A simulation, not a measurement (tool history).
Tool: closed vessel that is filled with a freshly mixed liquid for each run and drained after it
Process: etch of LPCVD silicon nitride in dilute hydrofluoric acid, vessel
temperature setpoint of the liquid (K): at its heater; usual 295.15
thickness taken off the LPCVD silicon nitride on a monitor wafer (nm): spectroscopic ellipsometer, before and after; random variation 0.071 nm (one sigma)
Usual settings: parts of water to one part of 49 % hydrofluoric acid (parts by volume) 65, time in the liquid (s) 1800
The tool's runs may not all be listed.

run    day  temperature setpoint of the liquid (K)  parts of water to one part of 49 % hydrofluoric acid (parts by volume)  time in the liquid (s)  read-back film thickness of the LPCVD silicon nitride reference wafer, read on the same gauge (nm)  thickness taken off the LPCVD silicon nitride on a monitor wafer (nm)
  1  0.000                                  295.15                                                                      65                    1430                                                                                               60.01                                                                   9.93
  2  0.467                                  295.15                                                                      65                    1430                                                                                               60.02                                                                   9.80
  3  1.083                                  295.15                                                                      60                    1800                                                                                               59.99                                                                  13.46
  4  1.692                                  295.15                                                                      65                    1800                                                                                               60.00                                                                  12.52
  5  2.275                                  295.15                                                                      65                    1800                                                                                               60.00                                                                  12.38
  6  2.892                                  295.15                                                                      65                    1800                                                                                               60.00                                                                  12.40
  7  3.488                                  295.15                                                                      65                    1800                                                                                               59.96                                                                  12.35
  8  4.100                                  295.15                                                                      65                    1800                                                                                               59.99                                                                  12.47
  9  4.671                                  295.15                                                                      65                    1800                                                                                               59.99                                                                  12.39
 10  5.304                                  295.15                                                                      65                    1800                                                                                               59.98                                                                  12.51
 11  6.000                                  295.15                                                                      85                    1800                                                                                               59.97                                                                   9.56
     6.083  -- gauge calibrated
 12  6.738                                  295.15                                                                      85                    1800                                                                                               60.03                                                                   9.52
 13  7.404                                  295.15                                                                      65                    1800                                                                                               59.96                                                                  12.60
     7.496  -- thermometer replaced
 14  8.042                                  297.65                                                                      65                    1800                                                                                               60.00                                                                  12.63

Run 15 comes next. What will it give?
     8.400  -- hydrofluoric acid flow meter replaced
 15  8.496                                  290.65                                                                      95                    2525                                                                                                   ?                                                                      ?

read-back film thickness of the LPCVD silicon nitride reference wafer, read on the same gauge (nm): 59.98
thickness taken off the LPCVD silicon nitride on a monitor wafer (nm): 8.59
Without the tool's hidden state the same run would have given thickness taken off the LPCVD silicon nitride on a monitor wafer (nm) 8.71.
